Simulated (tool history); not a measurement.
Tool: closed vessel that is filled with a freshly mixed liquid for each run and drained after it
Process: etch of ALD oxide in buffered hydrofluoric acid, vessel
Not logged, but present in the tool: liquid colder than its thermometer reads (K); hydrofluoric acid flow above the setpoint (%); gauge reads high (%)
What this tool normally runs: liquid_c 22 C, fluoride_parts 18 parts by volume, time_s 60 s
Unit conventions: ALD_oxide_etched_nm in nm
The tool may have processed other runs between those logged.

run,hour,liquid_c,fluoride_parts,time_s,wafers since the last listed run,hours since the thermometer was replaced,hours since the hydrofluoric acid flow meter was replaced,hours since the gauge calibration,"read-back film thickness of the ALD oxide reference wafer, read on the same gauge (nm)",ALD_oxide_etched_nm
1,0,22,18,60,0,1853.4,1655.5,1107.2,79.98,46.79
2,30.2,22,18,60,2162,1883.6,1685.7,1137.4,80,47.07
3,80.1,22,21,75,3572,1933.5,1735.6,1187.3,80,50.4
4,140.9,22,15,75,4352,1994.3,1796.4,1248.1,79.99,69.52
5,165.3,22,15,75,1746,2018.7,1820.8,1272.5,79.97,70.16
6,234.6,22,18,60,4961,2088,1890.1,1341.8,80.03,46.6
7,273.1,22,18,60,2756,2126.5,1928.6,1380.3,80.01,46.5
8,342.1,22,18,60,4940,2195.5,1997.6,1449.3,80.01,46.97
9,371.6,22,18,60,2112,2225,2027.1,1478.8,80.04,46.78
# hour 397.2: hydrofluoric acid flow meter replaced
10,414.4,22,18,60,2992,2267.8,17.2,1521.6,79.99,44.97
11,455.1,22,18,60,2913,2308.5,57.9,1562.3,80.01,44.68
12,499.7,22,18,60,3193,2353.1,102.5,1606.9,79.98,44.76
13,532.3,18.5,18,60,2333,2385.7,135.1,1639.5,80.02,36.7
14,569.3,18.5,18,60,2649,2422.7,172.1,1676.5,80,36.74
15,596.4,22,18,60,1940,2449.8,199.2,1703.6,80.02,44.99
16,653.3,22,14.5,60,4073,2506.7,256.1,1760.5,79.96,55.1
# hour 657.2: gauge calibrated
17,678.7,22,13,80,1818,2532.1,281.5,21.5,79.99,82.15
18,725.4,22,18,60,3343,2578.8,328.2,68.2,79.98,44.35
# hour 743: thermometer replaced
19,762.2,22,18,60,2563,19.2,365,105,79.99,48.75
20,833.2,22,18,60,5083,90.2,436,176,80,48.24
21,895.6,22,18,60,4467,152.6,498.4,238.4,79.97,48.32
22,926,22,11.5,60,2176,183,528.8,268.8,79.99,75.04
23,956.1,19.5,22,50,2155,213.1,558.9,298.9,79.99,29.41
24,1009.9,17.5,24,40,3851,266.9,612.7,352.7,80.05,19.82
25,1042.8,22,24,30,2355,299.8,645.6,385.6,80.02,19.19
26,1077.7,22,18,60,2498,334.7,680.5,420.5,80.02,48.96
27,1114.5,26,22,45,2634,371.5,717.3,457.3,80,37.92
28,1165.1,22,18,60,3622,422.1,767.9,507.9,80,48.37
29,1195.2,26.5,12,60,2155,452.2,798,538,80,92.43
30,1227.8,22,18,90,2333,484.8,830.6,570.6,80.05,72.68
31,1289.6,22,18,35,4424,546.6,892.4,632.4,80,28.06
32,1321.9,20.5,15.5,60,2312,578.9,924.7,664.7,79.98,51.23
33,1379,22,13.5,35,4088,636,981.8,721.8,79.99,37.57
34,1418.8,18.5,15,35,2849,675.8,1021.6,761.6,79.97,27.55
35,1459.2,26,22,35,2892,716.2,1062,802,80.01,29.18

Below are 3 alternative next runs, each starting from the tool's condition after run 35. Predict each:
A,1459.9,22,18,60,50,716.9,1062.7,802.7,?,?
B,1459.9,23.5,18,30,50,716.9,1062.7,802.7,?,?
C,1459.9,25,16,70,50,716.9,1062.7,802.7,?,?

run,"read-back film thickness of the ALD oxide reference wafer, read on the same gauge (nm)",ALD_oxide_etched_nm
A,80.01,48.69
B,80.01,26.45
C,80.01,75.23
Stripped of hidden state, with their random variation kept, the same runs would have yielded:
run,ALD_oxide_etched_nm
A,48.44
B,26.31
C,74.82
